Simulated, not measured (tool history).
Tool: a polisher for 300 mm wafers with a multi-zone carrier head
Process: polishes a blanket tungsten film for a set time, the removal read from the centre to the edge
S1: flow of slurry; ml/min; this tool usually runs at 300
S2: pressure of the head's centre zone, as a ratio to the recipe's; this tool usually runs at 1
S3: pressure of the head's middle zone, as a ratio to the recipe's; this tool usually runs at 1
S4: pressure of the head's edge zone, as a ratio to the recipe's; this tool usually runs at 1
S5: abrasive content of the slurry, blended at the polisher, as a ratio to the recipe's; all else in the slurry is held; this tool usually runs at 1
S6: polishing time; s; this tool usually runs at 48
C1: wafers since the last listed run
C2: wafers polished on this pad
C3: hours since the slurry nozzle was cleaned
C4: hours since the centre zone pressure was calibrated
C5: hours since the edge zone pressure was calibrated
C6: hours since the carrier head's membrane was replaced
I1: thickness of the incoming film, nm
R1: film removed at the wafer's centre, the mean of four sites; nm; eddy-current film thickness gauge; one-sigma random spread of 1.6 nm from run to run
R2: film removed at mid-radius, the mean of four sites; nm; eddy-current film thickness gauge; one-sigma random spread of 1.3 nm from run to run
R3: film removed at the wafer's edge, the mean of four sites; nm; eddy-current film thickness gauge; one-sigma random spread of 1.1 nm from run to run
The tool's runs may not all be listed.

run	hour	S1	S2	S3	S4	S5	S6	C1	C2	C3	C4	C5	C6	I1	R1	R2	R3
1	0	300	1	1	1	1	61	0	1271	19.7	206.8	1074.4	1065.1	1466.3	186	180.8	191.9
2	27.3	300	1	1	1	1	61	385	1656	47	234.1	1101.7	1092.4	1469	177.6	177.6	187.9
3	43.3	300	1	1	1	0.95	48	226	1882	63	250.1	1117.7	1108.4	1465.9	139.2	137.1	143.7
# hour 66: worn pad replaced by a new one
4	66.5	300	1	1	1	0.95	48	271	6	86.2	273.3	1140.9	1131.6	1438.2	150.1	147.8	156.4
5	86.7	300	1	1	1	0.95	48	285	292	106.4	293.5	1161.1	1151.8	1453.6	150.5	148.7	154.2
# hour 119.8: carrier head's membrane replaced by a new one
6	120.3	300	1	1	1	1	48	403	696	140	327.1	1194.7	0.5	1441.5	150.3	145.7	154.5
# hour 164.6: edge zone pressure recalibrated
7	190.8	300	1	1	1	1	48	967	1663	210.5	397.6	26.2	71	1450.2	141	136.4	146.6
8	226	300	1	1	1	1	61	497	2160	245.7	432.8	61.4	106.2	1434.3	174.5	169.8	181.9
# hour 244.1: worn pad replaced by a new one
# hour 247.2: centre zone pressure recalibrated
9	254.4	345	1	1.06	0.91	1	44	316	116	274.1	7.2	89.8	134.6	1440.7	141.1	144.3	140.8
10	284.2	300	1	1.11	1.03	1.2	48	420	537	303.9	37	119.6	164.4	1465.6	160	171.8	169.8
11	304.5	300	1	1	1	1	48	286	824	324.2	57.3	139.9	184.7	1448.9	146.7	144.8	152.2
12	316.6	205	1	0.89	1	1.2	48	170	995	336.3	69.4	152	196.8	1442.4	152.8	132.7	156.8
13	336.8	300	1	1	1	1	63	285	1280	356.5	89.6	172.2	217	1455.2	191.3	185	197.3
# hour 340.1: slurry nozzle cleaned
14	359.9	300	1	1	1	1	41	312	1592	19.8	112.7	195.3	240.1	1450.5	122.1	118.7	124.6
15	386	300	1	1	1	1	48	368	1961	45.9	138.8	221.4	266.2	1437.8	139.7	136.7	142.1
# hour 395.1: worn pad replaced by a new one
16	405	300	1	0.97	1	1	48	211	139	64.9	157.8	240.4	285.2	1434.4	151	144.7	158.6
17	422.5	300	1	1	1	1	35	247	386	82.4	175.3	257.9	302.7	1462.4	109.1	107.6	114.2
18	447.5	395	1.12	1.04	1	1	36	353	739	107.4	200.3	282.9	327.7	1474.6	127.8	114.8	118.2
19	469.4	300	1.08	1	1	1	32	309	1049	129.3	222.2	304.8	349.6	1450.9	105.1	95.2	100.3
20	483.3	300	1.11	1	1	1	56	196	1245	143.2	236.1	318.7	363.5	1458.1	184	166	174.5
21	548	300	1	1	1.04	1.1	39	913	2159	207.9	300.8	383.4	428.2	1452.3	115.9	113.2	122.4
# hour 578.4: worn pad replaced by a new one
22	581.7	300	1	1.09	0.96	0.8	53	419	46	241.6	334.5	417.1	461.9	1435.3	154.8	161.8	155.7

Alternative continuations, all from the tool just after run 22; predict every row:
A	582.1	300	1	1	1	1	48	5	52	242	334.9	417.5	462.3	1429.5	?	?	?
B	582.1	300	0.9	0.95	1	0.9	60	5	52	242	334.9	417.5	462.3	1429.5	?	?	?
C	582.1	250	1.12	1.1	1	0.8	48	5	52	242	334.9	417.5	462.3	1429.5	?	?	?

run	R1	R2	R3
A	151.8	149.3	158.6
B	163.4	171.4	190
C	152.2	144.9	142.3
Stripped of hidden state, with their random variation kept, the same runs would have yielded:
run	R1	R2	R3
A	153.1	150.6	159.9
B	164.8	172.8	191.5
C	153.5	146.1	143.5
